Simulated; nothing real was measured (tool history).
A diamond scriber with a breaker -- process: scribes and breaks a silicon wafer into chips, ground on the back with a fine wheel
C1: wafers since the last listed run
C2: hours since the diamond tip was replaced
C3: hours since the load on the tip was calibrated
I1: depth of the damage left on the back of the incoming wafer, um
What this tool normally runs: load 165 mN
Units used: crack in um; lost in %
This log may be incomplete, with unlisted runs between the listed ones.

run 1 hour=0 | load=165 | C1=0 C2=610.8 C3=1193.9 | I1=2.49 | crack=7.59 lost=7.8
run 2 hour=14 | load=205 | C1=33 C2=624.8 C3=1207.9 | I1=2.68 | crack=8.85 lost=3.34
run 3 hour=38.4 | load=165 | C1=58 C2=649.2 C3=1232.3 | I1=2.87 | crack=7.61 lost=9.25
run 4 hour=69.1 | load=165 | C1=73 C2=679.9 C3=1263 | I1=2.91 | crack=7.55 lost=9.25
run 5 hour=104.2 | load=165 | C1=84 C2=715 C3=1298.1 | I1=2.65 | crack=7.61 lost=8.51
run 6 hour=131.6 | load=148 | C1=65 C2=742.4 C3=1325.5 | I1=2.1 | crack=7 lost=13.37
run 7 hour=152.2 | load=148 | C1=49 C2=763 C3=1346.1 | I1=1.61 | crack=6.86 lost=12.49
run 8 hour=184.3 | load=154 | C1=77 C2=795.1 C3=1378.2 | I1=1.95 | crack=6.86 lost=10.16
run 9 hour=201.8 | load=196 | C1=42 C2=812.6 C3=1395.7 | I1=1.67 | crack=8.57 lost=2.27
run 10 hour=228.1 | load=165 | C1=63 C2=838.9 C3=1422 | I1=1.76 | crack=7.55 lost=7.82
run 11 hour=263.5 | load=165 | C1=85 C2=874.3 C3=1457.4 | I1=2.18 | crack=7.41 lost=8.19
run 12 hour=289.9 | load=142 | C1=63 C2=900.7 C3=1483.8 | I1=2.04 | crack=6.74 lost=16.42
run 13 hour=314.5 | load=165 | C1=59 C2=925.3 C3=1508.4 | I1=2.43 | crack=7.18 lost=9.12
-- hour=324.6 load on the tip recalibrated
run 14 hour=343.4 | load=165 | C1=64 C2=954.2 C3=18.8 | I1=2.21 | crack=7.33 lost=8.16
run 15 hour=369.9 | load=165 | C1=63 C2=980.7 C3=45.3 | I1=2.43 | crack=7.32 lost=8.89
run 16 hour=385.5 | load=121 | C1=37 C2=996.3 C3=60.9 | I1=2.64 | crack=5.82 lost=31.8
run 17 hour=411.3 | load=198 | C1=62 C2=1022.1 C3=86.7 | I1=2.22 | crack=8.36 lost=3
run 18 hour=431.8 | load=122 | C1=49 C2=1042.6 C3=107.2 | I1=2.3 | crack=5.78 lost=28.45
run 19 hour=454.5 | load=165 | C1=54 C2=1065.3 C3=129.9 | I1=2.82 | crack=7.33 lost=11.19
-- hour=466.1 diamond tip replaced by a new one
run 20 hour=487.5 | load=136 | C1=74 C2=21.4 C3=162.9 | I1=2.07 | crack=7.58 lost=6.57
run 21 hour=518.2 | load=190 | C1=73 C2=52.1 C3=193.6 | I1=1.92 | crack=9.61 lost=2.92
run 22 hour=546.3 | load=165 | C1=67 C2=80.2 C3=221.7 | I1=1.83 | crack=8.81 lost=2.13
run 23 hour=572.1 | load=182 | C1=62 C2=106 C3=247.5 | I1=2.04 | crack=9.32 lost=2.32
run 24 hour=591.8 | load=212 | C1=47 C2=125.7 C3=267.2 | I1=1.59 | crack=10.15 lost=4.4
run 25 hour=627.5 | load=151 | C1=85 C2=161.4 C3=302.9 | I1=2.25 | crack=7.81 lost=5.49
run 26 hour=650.4 | load=165 | C1=55 C2=184.3 C3=325.8 | I1=2.69 | crack=8.34 lost=4.36

What will run 27 give?
run 27 hour=672.1 | load=143 | C1=52 C2=206 C3=347.5 | I1=2.26 | crack=? lost=?

{"run 27": {"crack": 7.19, "lost": 8.46}}
Take away the tool's hidden state, keep the run-to-run variation as it was, and the same run would have given crack 7.74 um, lost 4.79 %.

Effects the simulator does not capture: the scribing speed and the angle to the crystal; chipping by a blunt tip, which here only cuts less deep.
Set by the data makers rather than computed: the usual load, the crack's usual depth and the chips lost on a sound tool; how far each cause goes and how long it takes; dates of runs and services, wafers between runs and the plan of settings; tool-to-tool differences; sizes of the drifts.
